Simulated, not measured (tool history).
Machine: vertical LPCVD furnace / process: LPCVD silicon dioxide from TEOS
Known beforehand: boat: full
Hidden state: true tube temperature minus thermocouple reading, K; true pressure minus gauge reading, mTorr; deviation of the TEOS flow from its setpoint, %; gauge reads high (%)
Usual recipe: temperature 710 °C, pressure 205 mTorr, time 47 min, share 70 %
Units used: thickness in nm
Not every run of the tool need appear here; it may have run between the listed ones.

run,hour,temperature,pressure,time,share,wafers since the last listed run,hours since the last temperature calibration,hours since the pressure gauge was zeroed,hours since the TEOS flow controller was replaced,hours since the gauge calibration,"read-back reference wafer on the same gauge, thickness",thickness
1,0,715,205,47,70,0,1476.8,1492.2,5697,166.6,333.29,394.71
2,34.2,715,205,47,70,672,1511,1526.4,5731.2,200.8,333.16,396.81
3,46.7,710,205,47,70,245,1523.5,1538.9,5743.7,213.3,332.94,353.61
4,77.8,710,205,47,70,611,1554.6,1570,5774.8,244.4,332.91,353.6
5,91.2,710,230,47,70,263,1568,1583.4,5788.2,257.8,332.93,374.64
6,108.2,710,205,47,65,334,1585,1600.4,5805.2,274.8,333.14,339.7
7,131.1,710,205,47,65,450,1607.9,1623.3,5828.1,297.7,333.01,339.66
8,146.3,710,205,47,59,299,1623.1,1638.5,5843.3,312.9,333.13,324.43
9,164.9,710,205,47,59,365,1641.7,1657.1,5861.9,331.5,333.17,323.42
10,192.3,710,170,47,70,539,1669.1,1684.5,5889.3,358.9,332.95,320.46
11,206.8,710,170,47,70,285,1683.6,1699,5903.8,373.4,332.84,319.84
12,231.3,710,205,47,70,482,1708.1,1723.5,5928.3,397.9,333.06,353.38
# hour 280.9: pressure gauge zeroed
13,281.4,710,205,47,70,513,1758.2,0.5,5978.4,448,333.02,364.04
14,292.8,710,205,47,70,224,1769.6,11.9,5989.8,459.4,333.02,363.75
15,310,710,205,47,70,338,1786.8,29.1,6007,476.6,333.12,364.65
16,325.2,710,205,47,70,299,1802,44.3,6022.2,491.8,332.89,363.3
# hour 362.1: thermocouples replaced and temperature profile calibrated
17,362.6,702,185,64.5,80,263,0.5,81.7,6059.6,529.2,332.94,411.63
18,367,710,205,57,70,86,4.9,86.1,6064,533.6,332.99,430.18
19,373.9,710,190,54.5,70,135,11.8,93,6070.9,540.5,332.72,396
# hour 407: TEOS flow controller replaced
20,407.5,698,205,57.5,57,188,45.4,126.6,0.5,574.1,333.14,296.6
21,420.1,710,160,47,70,247,58,139.2,13.1,586.7,333.17,313.37
22,433.5,710,230,47,70,263,71.4,152.6,26.5,600.1,332.9,377.19
23,464.2,722,170,52,74,603,102.1,183.3,57.2,630.8,333.03,478.92
24,477.9,701,205,47,70,269,115.8,197,70.9,644.5,332.93,288.9
25,494.8,714,205,47,70,332,132.7,213.9,87.8,661.4,333.16,387.48
26,519.3,710,180,47,76,482,157.2,238.4,112.3,685.9,333.09,345.05
# hour 546.4: gauge calibrated
27,605.1,710,205,47,70,1688,243,324.2,198.1,58.7,332.76,353.63
28,619.7,710,205,47,70,287,257.6,338.8,212.7,73.3,333.09,355.68
29,650.4,706,255,41.5,62,603,288.3,369.5,243.4,104,332.83,298.56
30,678.2,710,205,59,70,546,316.1,397.3,271.2,131.8,332.85,446.12
31,701.6,710,205,47,70,460,339.5,420.7,294.6,155.2,333.06,352.52
32,725.5,716,205,47,77,470,363.4,444.6,318.5,179.1,333.23,425.5

Alternative continuations, all from the tool just after run 32; predict every row:
A,730,710,205,47,70,88,367.9,449.1,323,183.6,?,?
B,730,710,240,58,66,88,367.9,449.1,323,183.6,?,?
C,730,703,205,58.5,70,88,367.9,449.1,323,183.6,?,?

run,"read-back reference wafer on the same gauge, thickness",thickness
A,332.92,354.28
B,332.92,459.7
C,332.92,375.55
Stripped of hidden state, with their random variation kept, the same runs would have yielded:
run,thickness
A,354.67
B,459.84
C,375.95
